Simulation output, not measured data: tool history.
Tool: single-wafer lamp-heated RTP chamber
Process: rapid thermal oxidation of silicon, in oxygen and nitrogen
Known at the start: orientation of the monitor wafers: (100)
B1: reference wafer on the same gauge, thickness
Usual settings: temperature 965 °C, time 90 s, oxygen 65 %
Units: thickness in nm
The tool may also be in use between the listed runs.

{"run": 1, "hour": 0.0, "temperature": 965, "time": 62, "oxygen": 65, "B1": 3.91, "thickness": 3.871}
{"hour": 10.1, "done": "pyrometer window cleaned and pyrometer calibrated"}
{"run": 2, "hour": 10.6, "temperature": 965, "time": 62, "oxygen": 65, "B1": 3.912, "thickness": 3.731}
{"run": 3, "hour": 18.0, "temperature": 965, "time": 90, "oxygen": 65, "B1": 3.91, "thickness": 4.361}
{"run": 4, "hour": 26.7, "temperature": 965, "time": 90, "oxygen": 65, "B1": 3.904, "thickness": 4.383}
{"run": 5, "hour": 34.9, "temperature": 965, "time": 90, "oxygen": 65, "B1": 3.906, "thickness": 4.398}
{"run": 6, "hour": 51.9, "temperature": 965, "time": 90, "oxygen": 65, "B1": 3.915, "thickness": 4.391}
{"run": 7, "hour": 58.6, "temperature": 965, "time": 90, "oxygen": 65, "B1": 3.909, "thickness": 4.391}
{"run": 8, "hour": 70.6, "temperature": 965, "time": 90, "oxygen": 65, "B1": 3.915, "thickness": 4.457}
{"run": 9, "hour": 81.5, "temperature": 965, "time": 90, "oxygen": 65, "B1": 3.909, "thickness": 4.414}
{"run": 10, "hour": 93.1, "temperature": 965, "time": 90, "oxygen": 41, "B1": 3.911, "thickness": 3.833}
{"run": 11, "hour": 110.6, "temperature": 965, "time": 90, "oxygen": 41, "B1": 3.911, "thickness": 3.866}
{"run": 12, "hour": 124.8, "temperature": 965, "time": 90, "oxygen": 41, "B1": 3.904, "thickness": 3.845}
{"run": 13, "hour": 142.6, "temperature": 965, "time": 90, "oxygen": 65, "B1": 3.906, "thickness": 4.432}
{"run": 14, "hour": 151.8, "temperature": 965, "time": 90, "oxygen": 65, "B1": 3.911, "thickness": 4.489}
{"run": 15, "hour": 167.0, "temperature": 965, "time": 90, "oxygen": 65, "B1": 3.908, "thickness": 4.479}
{"run": 16, "hour": 174.2, "temperature": 965, "time": 90, "oxygen": 65, "B1": 3.915, "thickness": 4.49}
{"run": 17, "hour": 185.6, "temperature": 965, "time": 90, "oxygen": 65, "B1": 3.911, "thickness": 4.498}
{"run": 18, "hour": 197.3, "temperature": 965, "time": 77, "oxygen": 65, "B1": 3.907, "thickness": 4.213}
{"run": 19, "hour": 208.2, "temperature": 965, "time": 46, "oxygen": 65, "B1": 3.912, "thickness": 3.411}
{"hour": 226.2, "done": "oxygen flow controller replaced"}
{"run": 20, "hour": 226.7, "temperature": 965, "time": 90, "oxygen": 75, "B1": 3.912, "thickness": 4.722}
{"run": 21, "hour": 233.4, "temperature": 965, "time": 90, "oxygen": 45, "B1": 3.912, "thickness": 3.987}
{"run": 22, "hour": 241.9, "temperature": 965, "time": 55, "oxygen": 80, "B1": 3.906, "thickness": 3.925}
{"run": 23, "hour": 251.1, "temperature": 965, "time": 90, "oxygen": 65, "B1": 3.911, "thickness": 4.468}
{"run": 24, "hour": 261.7, "temperature": 965, "time": 90, "oxygen": 65, "B1": 3.905, "thickness": 4.49}
{"hour": 271.0, "done": "pyrometer window cleaned and pyrometer calibrated"}
{"run": 25, "hour": 271.5, "temperature": 965, "time": 90, "oxygen": 65, "B1": 3.911, "thickness": 4.351}
{"run": 26, "hour": 282.3, "temperature": 965, "time": 125, "oxygen": 48, "B1": 3.906, "thickness": 4.557}
{"run": 27, "hour": 293.2, "temperature": 977, "time": 55, "oxygen": 42, "B1": 3.907, "thickness": 3.396}
{"hour": 308.8, "done": "gauge calibrated"}
{"run": 28, "hour": 309.7, "temperature": 939, "time": 50, "oxygen": 78, "B1": 3.906, "thickness": 3.064}
{"run": 29, "hour": 325.4, "temperature": 938, "time": 69, "oxygen": 65, "B1": 3.912, "thickness": 3.296}
{"run": 30, "hour": 339.3, "temperature": 956, "time": 90, "oxygen": 82, "B1": 3.915, "thickness": 4.496}
{"run": 31, "hour": 352.1, "temperature": 953, "time": 90, "oxygen": 65, "B1": 3.911, "thickness": 4.069}

Forecast run 32:
{"run": 32, "hour": 366.2, "temperature": 965, "time": 90, "oxygen": 88, "B1": "?", "thickness": "?"}

{"run 32": {"B1": 3.905, "thickness": 4.926}}
Without the tool's hidden state the same run would have given thickness 4.808 nm.

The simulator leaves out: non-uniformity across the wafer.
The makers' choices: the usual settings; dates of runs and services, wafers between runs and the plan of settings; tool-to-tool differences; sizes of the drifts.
